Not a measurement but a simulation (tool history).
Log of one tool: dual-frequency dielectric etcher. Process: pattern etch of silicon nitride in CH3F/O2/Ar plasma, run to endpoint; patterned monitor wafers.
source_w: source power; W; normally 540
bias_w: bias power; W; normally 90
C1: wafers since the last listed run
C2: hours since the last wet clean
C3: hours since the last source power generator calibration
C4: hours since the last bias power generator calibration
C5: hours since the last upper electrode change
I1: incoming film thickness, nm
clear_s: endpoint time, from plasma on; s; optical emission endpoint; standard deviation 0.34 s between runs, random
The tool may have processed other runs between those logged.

{"run": 1, "day": 0.0, "source_w": 540, "bias_w": 90, "C1": 0, "C2": 310.8, "C3": 1812.7, "C4": 3846.3, "C5": 3575, "I1": 58.2, "clear_s": 72}
{"run": 2, "day": 1.204, "source_w": 580, "bias_w": 90, "C1": 445, "C2": 339.7, "C3": 1841.6, "C4": 3875.2, "C5": 3603.9, "I1": 57.8, "clear_s": 71.1}
{"run": 3, "day": 2.675, "source_w": 580, "bias_w": 90, "C1": 544, "C2": 375, "C3": 1876.9, "C4": 3910.5, "C5": 3639.2, "I1": 58.1, "clear_s": 72.1}
{"run": 4, "day": 3.971, "source_w": 580, "bias_w": 90, "C1": 479, "C2": 406.1, "C3": 1908, "C4": 3941.6, "C5": 3670.3, "I1": 59, "clear_s": 73.3}
{"day": 5.767, "done": "wet clean of the chamber"}
{"run": 5, "day": 5.788, "source_w": 480, "bias_w": 90, "C1": 302, "C2": 0.5, "C3": 1951.6, "C4": 3985.2, "C5": 3713.9, "I1": 57.4, "clear_s": 70.6}
{"run": 6, "day": 6.438, "source_w": 480, "bias_w": 90, "C1": 240, "C2": 16.1, "C3": 1967.2, "C4": 4000.8, "C5": 3729.5, "I1": 58.1, "clear_s": 71.4}
{"run": 7, "day": 7.171, "source_w": 480, "bias_w": 90, "C1": 271, "C2": 33.7, "C3": 1984.8, "C4": 4018.4, "C5": 3747.1, "I1": 57.6, "clear_s": 71.1}
{"run": 8, "day": 8.533, "source_w": 540, "bias_w": 106, "C1": 504, "C2": 66.4, "C3": 2017.5, "C4": 4051.1, "C5": 3779.8, "I1": 58, "clear_s": 66.2}
{"run": 9, "day": 9.671, "source_w": 540, "bias_w": 106, "C1": 421, "C2": 93.7, "C3": 2044.8, "C4": 4078.4, "C5": 3807.1, "I1": 58.1, "clear_s": 66.2}
{"run": 10, "day": 12.854, "source_w": 540, "bias_w": 90, "C1": 1178, "C2": 170.1, "C3": 2121.2, "C4": 4154.8, "C5": 3883.5, "I1": 57.7, "clear_s": 69.9}
{"day": 14.212, "done": "source power generator calibrated"}
{"run": 11, "day": 14.25, "source_w": 540, "bias_w": 90, "C1": 454, "C2": 203.6, "C3": 0.9, "C4": 4188.3, "C5": 3917, "I1": 58.1, "clear_s": 71.4}
{"run": 12, "day": 15.417, "source_w": 540, "bias_w": 90, "C1": 431, "C2": 231.6, "C3": 28.9, "C4": 4216.3, "C5": 3945, "I1": 57.2, "clear_s": 70.3}
{"run": 13, "day": 15.988, "source_w": 540, "bias_w": 90, "C1": 211, "C2": 245.3, "C3": 42.6, "C4": 4230, "C5": 3958.7, "I1": 58.6, "clear_s": 71.4}
{"day": 17.1, "done": "bias power generator calibrated"}
{"run": 14, "day": 17.192, "source_w": 540, "bias_w": 90, "C1": 383, "C2": 274.2, "C3": 71.5, "C4": 2.2, "C5": 3987.6, "I1": 57.5, "clear_s": 70.5}
{"run": 15, "day": 17.875, "source_w": 540, "bias_w": 90, "C1": 252, "C2": 290.6, "C3": 87.9, "C4": 18.6, "C5": 4004, "I1": 58.2, "clear_s": 71.8}
{"day": 20.208, "done": "upper electrode replaced"}
{"run": 16, "day": 20.229, "source_w": 460, "bias_w": 90, "C1": 501, "C2": 347.1, "C3": 144.4, "C4": 75.1, "C5": 0.5, "I1": 57.6, "clear_s": 74.4}
{"run": 17, "day": 21.133, "source_w": 540, "bias_w": 102, "C1": 334, "C2": 368.8, "C3": 166.1, "C4": 96.8, "C5": 22.2, "I1": 58.1, "clear_s": 69.4}
{"run": 18, "day": 22.554, "source_w": 580, "bias_w": 79, "C1": 525, "C2": 402.9, "C3": 200.2, "C4": 130.9, "C5": 56.3, "I1": 57.3, "clear_s": 73}
{"day": 23.758, "done": "wet clean of the chamber"}
{"run": 19, "day": 23.779, "source_w": 540, "bias_w": 90, "C1": 83, "C2": 0.5, "C3": 229.6, "C4": 160.3, "C5": 85.7, "I1": 58.4, "clear_s": 70.8}
{"run": 20, "day": 23.954, "source_w": 640, "bias_w": 69, "C1": 64, "C2": 4.7, "C3": 233.8, "C4": 164.5, "C5": 89.9, "I1": 58.2, "clear_s": 72.4}
{"run": 21, "day": 24.704, "source_w": 650, "bias_w": 101, "C1": 277, "C2": 22.7, "C3": 251.8, "C4": 182.5, "C5": 107.9, "I1": 57, "clear_s": 62.8}
{"run": 22, "day": 26.15, "source_w": 540, "bias_w": 90, "C1": 535, "C2": 57.4, "C3": 286.5, "C4": 217.2, "C5": 142.6, "I1": 57.8, "clear_s": 69.8}
{"run": 23, "day": 26.888, "source_w": 540, "bias_w": 90, "C1": 272, "C2": 75.1, "C3": 304.2, "C4": 234.9, "C5": 160.3, "I1": 58.1, "clear_s": 69.9}
{"run": 24, "day": 27.688, "source_w": 420, "bias_w": 97, "C1": 296, "C2": 94.3, "C3": 323.4, "C4": 254.1, "C5": 179.5, "I1": 58.1, "clear_s": 73.8}
{"run": 25, "day": 28.742, "source_w": 490, "bias_w": 90, "C1": 390, "C2": 119.6, "C3": 348.7, "C4": 279.4, "C5": 204.8, "I1": 57.8, "clear_s": 72}
{"run": 26, "day": 29.792, "source_w": 470, "bias_w": 99, "C1": 388, "C2": 144.8, "C3": 373.9, "C4": 304.6, "C5": 230, "I1": 57.8, "clear_s": 71.5}
{"run": 27, "day": 30.3, "source_w": 600, "bias_w": 72, "C1": 188, "C2": 157, "C3": 386.1, "C4": 316.8, "C5": 242.2, "I1": 58.1, "clear_s": 73.5}
{"run": 28, "day": 31.179, "source_w": 540, "bias_w": 90, "C1": 325, "C2": 178.1, "C3": 407.2, "C4": 337.9, "C5": 263.3, "I1": 58, "clear_s": 71.3}
{"run": 29, "day": 31.862, "source_w": 480, "bias_w": 80, "C1": 252, "C2": 194.5, "C3": 423.6, "C4": 354.3, "C5": 279.7, "I1": 57.6, "clear_s": 75.8}

Hidden condition of the tool, last listed run before each entry between runs versus first listed run after:
After run 4, before run 5: wet clean of the chamber (day 5.767)
  etch rate over this chamber's usual, %: -4.66 -> 1.27
  measured minus no-state result, clear_s: +3.5 -> -0.9 s
After run 10, before run 11: source power generator calibrated (day 14.212)
  etch rate over this chamber's usual, %: -0.77 -> -1.17
  measured minus no-state result, clear_s: +0.5 -> +0.8 s
After run 13, before run 14: bias power generator calibrated (day 17.1)
  etch rate over this chamber's usual, %: -1.67 -> -2.02
  measured minus no-state result, clear_s: +1.2 -> +1.4 s
After run 15, before run 16: upper electrode replaced (day 20.208)
  etch rate over this chamber's usual, %: -2.22 -> -2.9
  measured minus no-state result, clear_s: +1.6 -> +2.1 s
After run 18, before run 19: wet clean of the chamber (day 23.758)
  etch rate over this chamber's usual, %: -3.57 -> 0.452
  measured minus no-state result, clear_s: +2.6 -> -0.3 s
